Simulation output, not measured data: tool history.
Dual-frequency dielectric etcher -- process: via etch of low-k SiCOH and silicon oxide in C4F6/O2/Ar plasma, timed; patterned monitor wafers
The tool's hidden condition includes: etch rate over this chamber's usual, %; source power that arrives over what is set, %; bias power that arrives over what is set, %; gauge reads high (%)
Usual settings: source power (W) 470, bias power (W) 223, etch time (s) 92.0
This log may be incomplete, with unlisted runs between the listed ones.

run	day	source power (W)	bias power (W)	etch time (s)	wafers since the last listed run	hours since the last wet clean	hours since the last source power generator calibration	hours since the last bias power generator calibration	hours since the last upper electrode change	hours since the gauge calibration	read-back reference wafer on the same gauge, depth_nm	mean etch depth across the wafer (nm)
1	0.000	470	261	92.0	0	418.6	1878.9	3286.0	3954.7	246.6	267.1	306.8
2	0.300	470	186	109.5	43	425.8	1886.1	3293.2	3961.9	253.8	267.1	318.0
3	0.646	470	186	109.5	49	434.1	1894.4	3301.5	3970.2	262.1	267.0	317.6
4	0.967	470	223	92.0	46	441.8	1902.1	3309.2	3977.9	269.8	267.1	287.1
5	1.571	470	223	92.0	86	456.3	1916.6	3323.7	3992.4	284.3	266.9	285.8
# day 2.762: upper electrode replaced
6	2.783	470	223	92.0	30	485.4	1945.7	3352.8	0.5	313.4	267.0	288.7
7	2.800	470	223	100.0	2	485.8	1946.1	3353.2	0.9	313.8	267.0	314.6
8	2.817	470	223	100.0	2	486.2	1946.5	3353.6	1.3	314.2	266.8	312.7
# day 2.983: gauge calibrated
9	3.258	470	223	92.0	63	496.8	1957.1	3364.2	11.9	6.6	267.0	287.2
10	3.575	470	223	92.0	45	504.4	1964.7	3371.8	19.5	14.2	267.0	287.6
11	3.988	470	223	92.0	59	514.3	1974.6	3381.7	29.4	24.1	266.9	288.5
12	4.338	470	223	92.0	50	522.7	1983.0	3390.1	37.8	32.5	267.0	289.9
13	4.817	470	223	100.0	68	534.2	1994.5	3401.6	49.3	44.0	267.0	313.6
14	5.512	540	223	92.0	100	550.9	2011.2	3418.3	66.0	60.7	267.1	303.9
# day 6.908: wet clean of the chamber
15	6.929	470	279	92.0	59	0.5	2045.2	3452.3	100.0	94.7	266.8	326.4
16	6.942	540	223	70.5	1	0.8	2045.5	3452.6	100.3	95.0	267.1	240.0
17	6.988	470	271	111.5	6	1.9	2046.6	3453.7	101.4	96.1	267.0	391.9
# day 7.604: source power generator calibrated
18	7.633	370	168	80.0	68	17.4	0.7	3469.2	116.9	111.6	267.0	210.5

Predict the results of run 19:
19	8.304	540	223	79.0	96	33.5	16.8	3485.3	133.0	127.7	?	?

read-back reference wafer on the same gauge, depth_nm: 266.9
mean etch depth across the wafer (nm): 267.7
The same run, on a tool lacking any hidden state, would have yielded mean etch depth across the wafer (nm) 251.0.

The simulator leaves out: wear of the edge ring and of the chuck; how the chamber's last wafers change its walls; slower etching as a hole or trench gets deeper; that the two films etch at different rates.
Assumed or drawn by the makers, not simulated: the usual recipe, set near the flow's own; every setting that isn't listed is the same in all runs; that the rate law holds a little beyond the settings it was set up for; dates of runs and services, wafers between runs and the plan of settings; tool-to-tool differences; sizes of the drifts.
